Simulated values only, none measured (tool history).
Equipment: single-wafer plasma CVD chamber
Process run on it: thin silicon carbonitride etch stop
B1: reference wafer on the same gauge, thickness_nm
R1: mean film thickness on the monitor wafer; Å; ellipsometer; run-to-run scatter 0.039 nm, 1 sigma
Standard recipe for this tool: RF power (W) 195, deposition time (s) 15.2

Run 1, day 0.000: usual settings; B1 10.721. Result: R1 95.09 Å.
Run 2, day 2.417: usual settings; B1 10.683. Result: R1 95.01 Å.
Run 3, day 6.188: usual settings but deposition time (s) 14.4; B1 10.677. Result: R1 89.72 Å.
Run 4, day 8.546: usual settings; B1 10.667. Result: R1 94.25 Å.
At day 11.592: RF generator calibrated.
Run 5, day 11.612: usual settings; B1 10.637. Result: R1 93.86 Å.
Run 6, day 12.500: usual settings but deposition time (s) 13.9; B1 10.617. Result: R1 85.77 Å.
At day 13.667: gauge calibrated.
Run 7, day 15.475: usual settings but deposition time (s) 13.9; B1 10.925. Result: R1 88.93 Å.
At day 16.412: thermocouple changed; heater temperature recalibrated.
Run 8, day 16.579: usual settings but RF power (W) 210; B1 10.913. Result: R1 99.35 Å.
Run 9, day 18.525: usual settings but RF power (W) 220, deposition time (s) 14.3; B1 10.884. Result: R1 95.03 Å.
Run 10, day 20.883: usual settings but RF power (W) 160, deposition time (s) 13.0; B1 10.899. Result: R1 76.75 Å.
Run 11, day 22.929: usual settings but RF power (W) 185, deposition time (s) 13.3; B1 10.884. Result: R1 82.11 Å.
Run 12, day 24.133: usual settings; B1 10.871. Result: R1 96.30 Å.
At day 24.933: showerhead replaced.
Run 13, day 25.679: usual settings but RF power (W) 210, deposition time (s) 12.8; B1 10.855. Result: R1 83.06 Å.
Run 14, day 28.338: usual settings; B1 10.842. Result: R1 95.70 Å.
Run 15, day 29.921: usual settings but RF power (W) 170, deposition time (s) 13.3; B1 10.824. Result: R1 79.78 Å.
Run 16, day 31.783: usual settings; B1 10.759. Result: R1 94.83 Å.

Consider 5 possible next runs. They are alternatives, not a sequence: every one starts from the tool as it was left by run 16. What does each give?
Run A, day 31.800: usual settings but RF power (W) 215; B1 ?. Result: R1 ?.
Run B, day 31.800: usual settings but RF power (W) 180; B1 ?. Result: R1 ?.
Run C, day 31.800: usual settings but RF power (W) 165, deposition time (s) 18.2; B1 ?. Result: R1 ?.
Run D, day 31.800: usual settings but RF power (W) 160; B1 ?. Result: R1 ?.
Run E, day 31.800: usual settings but RF power (W) 170; B1 ?. Result: R1 ?.

run      B1      R1
  A  10.798   98.72
  B  10.798   92.91
  C  10.798  107.93
  D  10.798   89.17
  E  10.798   91.08
Take away the tool's hidden state, keep each run's random variation, and the runs would have read:
run      R1
  A  100.08
  B   94.19
  C  109.42
  D   90.40
  E   92.34
